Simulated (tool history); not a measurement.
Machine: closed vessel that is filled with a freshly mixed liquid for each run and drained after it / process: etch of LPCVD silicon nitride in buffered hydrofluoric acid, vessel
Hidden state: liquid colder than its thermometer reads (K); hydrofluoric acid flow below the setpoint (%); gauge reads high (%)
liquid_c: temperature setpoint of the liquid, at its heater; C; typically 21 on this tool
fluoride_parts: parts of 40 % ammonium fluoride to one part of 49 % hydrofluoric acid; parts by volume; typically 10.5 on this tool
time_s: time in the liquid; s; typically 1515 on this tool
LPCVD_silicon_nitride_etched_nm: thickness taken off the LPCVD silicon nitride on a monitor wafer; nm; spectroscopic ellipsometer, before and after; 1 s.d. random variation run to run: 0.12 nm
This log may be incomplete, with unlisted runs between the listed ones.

run   hour  liquid_c  fluoride_parts  time_s  wafers since the last listed run  hours since the thermometer was replaced  hours since the hydrofluoric acid flow meter was replaced  hours since the gauge calibration  read-back film thickness of the LPCVD silicon nitride reference wafer, read on the same gauge (nm)  LPCVD_silicon_nitride_etched_nm
  1      0        21            10.5    1515                                 0                                    1703.9                                                     1062.1                                1.1                                                                                               69.99                            12.93
  2   14.1        21            10.5    1515                               678                                      1718                                                     1076.2                               15.2                                                                                               69.99                            13.08
  3   27.1      18.5            10.5    1515                               625                                      1731                                                     1089.2                               28.2                                                                                                  70                            11.29
  4   38.8      18.5            10.5    1515                               562                                    1742.7                                                     1100.9                               39.9                                                                                               70.03                            11.14
  5     55      18.5            10.5    1515                               779                                    1758.9                                                     1117.1                               56.1                                                                                               69.98                            11.22
  6   71.5        21            10.5    1515                               793                                    1775.4                                                     1133.6                               72.6                                                                                               69.98                            13.05
  7  105.2        21            10.5    1515                              1621                                    1809.1                                                     1167.3                              106.3                                                                                               70.01                            12.82
  8    119        21            10.5    1515                               664                                    1822.9                                                     1181.1                              120.1                                                                                                  70                            12.78
  9  134.9      19.5               7    1875                               765                                    1838.8                                                       1197                                136                                                                                               69.99                            21.24
 10  144.8      25.5               9     630                               476                                    1848.7                                                     1206.9                              145.9                                                                                               70.01                              7.9
 11  150.9      18.5               9    1980                               293                                    1854.8                                                       1213                                152                                                                                               70.04                            16.62
 12  166.3        21            10.5    1515                               741                                    1870.2                                                     1228.4                              167.4                                                                                               69.99                            12.69
 13  176.9        17              13    1515                               510                                    1880.8                                                       1239                                178                                                                                               69.97                             8.33
 14    185        21            10.5    1515                               389                                    1888.9                                                     1247.1                              186.1                                                                                               69.99                            12.64
 15    192        17            10.5    1515                               336                                    1895.9                                                     1254.1                              193.1                                                                                               69.99                            10.03
 16  208.1        21            10.5    1515                               774                                      1912                                                     1270.2                              209.2                                                                                               69.99                            12.75
 17  223.5        21            10.5    1515                               741                                    1927.4                                                     1285.6                              224.6                                                                                               69.99                            12.75
 18  231.8        21            10.5    1515                               399                                    1935.7                                                     1293.9                              232.9                                                                                               70.01                            12.56
 19  241.8        24              14     845                               481                                    1945.7                                                     1303.9                              242.9                                                                                               70.02                             6.31
 20    257        21               7    1830                               731                                    1960.9                                                     1319.1                              258.1                                                                                               69.99                            22.33
 21  268.2        23               8    1955                               538                                    1972.1                                                     1330.3                              269.3                                                                                               69.97                            22.79
     273.7  -- thermometer replaced
     275.9  -- hydrofluoric acid flow meter replaced
 22  279.6        19            12.5    2220                               452                                       5.9                                                        3.7                              280.7                                                                                               69.98                            17.26
 23  295.9        26            10.5    1240                               784                                      22.2                                                         20                                297                                                                                               69.99                            16.93
 24  307.9      18.5              13    2395                               577                                      34.2                                                         32                                309                                                                                                  70                            17.68
 25  316.3        21            10.5    1515                               404                                      42.6                                                       40.4                              317.4                                                                                                  70                            15.56
 26  330.7        24              13    2115                               692                                        57                                                       54.8                              331.8                                                                                                  70                            20.86
 27  347.5        18            13.5    2165                               808                                      73.8                                                       71.6                              348.6                                                                                               69.99                            14.91
 28  365.3      24.5            10.5     885                               856                                      91.6                                                       89.4                              366.4                                                                                               69.99                            11.03
 29  376.9      17.5              13     850                               558                                     103.2                                                        101                                378                                                                                                  70                             5.83
 30  389.7      18.5             8.5    1975                               615                                       116                                                      113.8                              390.8                                                                                               69.98                            20.71
 31  396.9        21            10.5    2160                               346                                     123.2                                                        121                                398                                                                                               70.02                            22.12

Hidden state at the last listed run before each entry between runs and at the first one after, where it differs:
After run 21, before run 22: thermometer replaced (hour 273.7); hydrofluoric acid flow meter replaced (hour 275.9)
  liquid colder than its thermometer reads (K): 2.33 -> 0.355; hydrofluoric acid flow below the setpoint (%): 11.2 -> 0.139
  difference, measured minus the result without the unlogged condition, LPCVD_silicon_nitride_etched_nm: -6.68 -> -0.37 nm
